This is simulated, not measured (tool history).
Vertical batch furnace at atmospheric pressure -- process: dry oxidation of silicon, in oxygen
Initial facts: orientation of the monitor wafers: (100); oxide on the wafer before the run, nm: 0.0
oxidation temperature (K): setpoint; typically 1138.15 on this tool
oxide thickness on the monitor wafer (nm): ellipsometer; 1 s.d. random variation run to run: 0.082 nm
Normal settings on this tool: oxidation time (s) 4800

run     day  oxidation temperature (K)  oxidation time (s)  read-back reference wafer on the same gauge, thickness  oxide thickness on the monitor wafer (nm)
  1       0                    1138.15                6360                                                   16.19                                      17.06
      0.367  -- gauge calibrated
  2   2.888                    1138.15                4800                                                   17.33                                      15.12
  3   5.388                    1138.15                4800                                                   17.35                                      15.07
  4   7.358                    1138.15                4800                                                   17.32                                      15.08
  5   8.975                    1138.15                4140                                                   17.28                                      13.56
  6   11.55                    1138.15                4140                                                   17.28                                      13.58
  7  13.808                    1158.15                4800                                                   17.29                                      18.92
  8  16.333                    1158.15                4800                                                   17.23                                       18.5
  9  18.162                    1138.15                4800                                                   17.24                                      14.99
 10  20.192                    1138.15                5340                                                   17.22                                      16.04
 11  22.642                    1128.15                6690                                                   17.14                                      16.59
 12  25.567                    1138.15                3720                                                   17.11                                      12.45
 13  31.454                    1138.15                3720                                                   16.98                                      12.34
 14  33.054                    1138.15                4800                                                   16.96                                       14.8
 15  35.238                    1138.15                4800                                                   16.95                                      14.74
 16  36.812                    1138.15                4800                                                   16.89                                      14.69
     38.783  -- thermocouples replaced and temperature profile calibrated
 17  39.312                    1138.15                4800                                                   16.82                                      14.68
 18  40.479                    1138.15                4800                                                    16.8                                      14.78
 19  42.021                    1146.15                4800                                                   16.75                                      15.96
 20  43.167                    1156.15                5460                                                   16.72                                      19.25
 21  45.525                    1151.15                6180                                                   16.67                                      19.76
 22  47.179                    1117.15                6690                                                   16.59                                      14.17
 23  49.996                    1156.15                3000                                                   16.55                                       12.8
     52.929  -- boat lift adjusted
 24   52.95                    1161.15                4200                                                   16.45                                      16.64
 25  54.279                    1115.15                2610                                                   16.37                                       7.11
      55.35  -- gauge calibrated
 26  56.925                    1122.15                2580                                                   17.34                                       8.01
 27   58.25                    1162.15                6960                                                   17.35                                      24.96
 28  59.325                    1156.15                3990                                                   17.33                                      16.34
 29  61.083                    1156.15                3000                                                   17.35                                      13.32
 30  63.571                    1129.15                2970                                                   17.31                                        9.7
 31  66.508                    1151.15                6180                                                   17.33                                       20.5
 32  67.917                    1138.15                4800                                                   17.29                                      15.05
 33  69.296                    1138.15                4800                                                   17.27                                      14.99
 34  70.333                    1127.15                2610                                                    17.3                                       8.68
 35  72.754                    1115.15                5640                                                   17.27                                      12.87
 36  74.188                    1116.15                6240                                                   17.27                                      13.96
 37  76.746                    1114.15                3810                                                   17.19                                       9.64
 38    78.3                    1138.15                4800                                                   17.17                                      14.91

Predict each of these 5 candidate next runs independently; none follows another, all start after run 38:
  A  78.492                    1138.15                4800                                                       ?                                          ?
  B  78.492                    1154.15                3120                                                       ?                                          ?
  C  78.492                    1120.15                3810                                                       ?                                          ?
  D  78.492                    1138.15                6210                                                       ?                                          ?
  E  78.492                    1162.15                5700                                                       ?                                          ?

run  read-back reference wafer on the same gauge, thickness  oxide thickness on the monitor wafer (nm)
  A                                                   17.19                                      15.01
  B                                                   17.19                                      13.37
  C                                                   17.19                                      10.37
  D                                                   17.19                                      17.84
  E                                                   17.19                                      21.76
Take away the tool's hidden state, keep each run's random variation, and the runs would have read:
run  oxide thickness on the monitor wafer (nm)
  A                                      15.03
  B                                      13.39
  C                                      10.38
  D                                      17.87
  E                                      21.79

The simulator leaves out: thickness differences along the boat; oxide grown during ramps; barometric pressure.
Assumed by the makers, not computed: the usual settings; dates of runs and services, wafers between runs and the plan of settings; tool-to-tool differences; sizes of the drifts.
